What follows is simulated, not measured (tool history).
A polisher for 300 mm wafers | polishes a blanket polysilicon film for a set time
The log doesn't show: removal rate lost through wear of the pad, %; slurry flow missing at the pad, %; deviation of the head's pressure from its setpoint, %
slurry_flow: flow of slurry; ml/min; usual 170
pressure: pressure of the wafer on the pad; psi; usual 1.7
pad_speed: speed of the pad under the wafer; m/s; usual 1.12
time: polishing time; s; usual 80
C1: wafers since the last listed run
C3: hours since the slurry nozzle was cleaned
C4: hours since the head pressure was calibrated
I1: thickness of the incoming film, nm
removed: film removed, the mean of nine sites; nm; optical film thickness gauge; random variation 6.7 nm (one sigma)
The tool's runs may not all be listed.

Run 1, hour 0.0: usual settings but pressure 1.5 psi; C1 0; wafers polished on this pad 372; C3 627.9; C4 606.5; I1 1577.0. Result: removed 450.8 nm.
Run 2, hour 25.9: usual settings but pressure 1.5 psi; C1 180; wafers polished on this pad 552; C3 653.8; C4 632.4; I1 1566.8. Result: removed 439.9 nm.
Run 3, hour 57.4: usual settings; C1 219; wafers polished on this pad 771; C3 685.3; C4 663.9; I1 1582.8. Result: removed 506.3 nm.
At hour 66.9: worn pad replaced by a new one.
Run 4, hour 76.4: usual settings but time 65 s; C1 104; wafers polished on this pad 66; C3 704.3; C4 682.9; I1 1614.1. Result: removed 406.2 nm.
Run 5, hour 101.4: usual settings but time 65 s; C1 173; wafers polished on this pad 239; C3 729.3; C4 707.9; I1 1593.9. Result: removed 395.6 nm.
Run 6, hour 125.1: usual settings but slurry_flow 145 ml/min; C1 164; wafers polished on this pad 404; C3 753.0; C4 731.6; I1 1598.4. Result: removed 482.6 nm.
Run 7, hour 159.0: usual settings but pad_speed 1.04 m/s; C1 235; wafers polished on this pad 640; C3 786.9; C4 765.5; I1 1607.1. Result: removed 451.1 nm.
Run 8, hour 177.1: usual settings but pad_speed 1.04 m/s; C1 125; wafers polished on this pad 766; C3 805.0; C4 783.6; I1 1568.4. Result: removed 458.4 nm.
At hour 192.4: worn pad replaced by a new one.
Run 9, hour 193.8: usual settings but pressure 1.4 psi; C1 88; wafers polished on this pad 9; C3 821.7; C4 800.3; I1 1613.7. Result: removed 410.0 nm.
Run 10, hour 222.8: usual settings but pressure 1.4 psi; C1 201; wafers polished on this pad 211; C3 850.7; C4 829.3; I1 1592.8. Result: removed 401.8 nm.
Run 11, hour 257.6: usual settings but slurry_flow 110 ml/min, pressure 2.0 psi, pad_speed 1.00 m/s, time 99 s; C1 241; wafers polished on this pad 453; C3 885.5; C4 864.1; I1 1592.3. Result: removed 596.4 nm.
Run 12, hour 279.6: usual settings but pressure 2.3 psi, pad_speed 1.00 m/s, time 65 s; C1 152; wafers polished on this pad 605; C3 907.5; C4 886.1; I1 1581.2. Result: removed 460.7 nm.
At hour 289.0: slurry nozzle cleaned.
Run 13, hour 308.2: usual settings but slurry_flow 205 ml/min, pressure 1.3 psi, time 67 s; C1 191; wafers polished on this pad 797; C3 19.2; C4 914.7; I1 1595.4. Result: removed 315.1 nm.
At hour 330.4: worn pad replaced by a new one.
Run 14, hour 330.9: usual settings but slurry_flow 225 ml/min, time 102 s; C1 130; wafers polished on this pad 3; C3 41.9; C4 937.4; I1 1570.2. Result: removed 610.4 nm.
At hour 342.0: head pressure recalibrated.
Run 15, hour 380.8: usual settings; C1 333; wafers polished on this pad 336; C3 91.8; C4 38.8; I1 1583.4. Result: removed 512.2 nm.
Run 16, hour 396.7: usual settings but slurry_flow 205 ml/min, pad_speed 1.28 m/s; C1 110; wafers polished on this pad 447; C3 107.7; C4 54.7; I1 1561.0. Result: removed 572.1 nm.
Run 17, hour 409.1: usual settings but slurry_flow 110 ml/min, pressure 2.0 psi, pad_speed 1.00 m/s, time 99 s; C1 86; wafers polished on this pad 533; C3 120.1; C4 67.1; I1 1553.6. Result: removed 616.7 nm.
Run 18, hour 437.7: usual settings; C1 198; wafers polished on this pad 732; C3 148.7; C4 95.7; I1 1560.7. Result: removed 506.8 nm.
Run 19, hour 455.5: usual settings but slurry_flow 210 ml/min, pressure 1.1 psi, pad_speed 0.82 m/s, time 69 s; C1 123; wafers polished on this pad 856; C3 166.5; C4 113.5; I1 1624.0. Result: removed 237.6 nm.
Run 20, hour 471.3: usual settings but pad_speed 1.28 m/s; C1 109; wafers polished on this pad 966; C3 182.3; C4 129.3; I1 1566.9. Result: removed 567.4 nm.
At hour 481.2: worn pad replaced by a new one.
Run 21, hour 491.3: usual settings but pad_speed 1.28 m/s, time 69 s; C1 111; wafers polished on this pad 70; C3 202.3; C4 149.3; I1 1588.9. Result: removed 487.9 nm.

5 ways to go on from here, each from the tool as it stands after run 21. What would each give?
Run A, hour 491.7: usual settings but pressure 1.3 psi; C1 2; wafers polished on this pad 73; C3 202.7; C4 149.7; I1 1608.2. Result: removed ?.
Run B, hour 491.7: usual settings but pressure 2.1 psi, time 72 s; C1 2; wafers polished on this pad 73; C3 202.7; C4 149.7; I1 1608.2. Result: removed ?.
Run C, hour 491.7: usual settings but pad_speed 1.42 m/s; C1 2; wafers polished on this pad 73; C3 202.7; C4 149.7; I1 1608.2. Result: removed ?.
Run D, hour 491.7: usual settings but slurry_flow 200 ml/min, pressure 1.9 psi, pad_speed 1.30 m/s, time 53 s; C1 2; wafers polished on this pad 73; C3 202.7; C4 149.7; I1 1608.2. Result: removed ?.
Run E, hour 491.7: usual settings but pressure 1.4 psi, time 106 s; C1 2; wafers polished on this pad 73; C3 202.7; C4 149.7; I1 1608.2. Result: removed ?.

run  removed
  A    400.9
  B    561.5
  C    623.2
  D    434.0
  E    568.2
Without the tool's hidden state the same runs would have given:
run  removed
  A    407.0
  B    570.0
  C    632.7
  D    440.6
  E    576.8
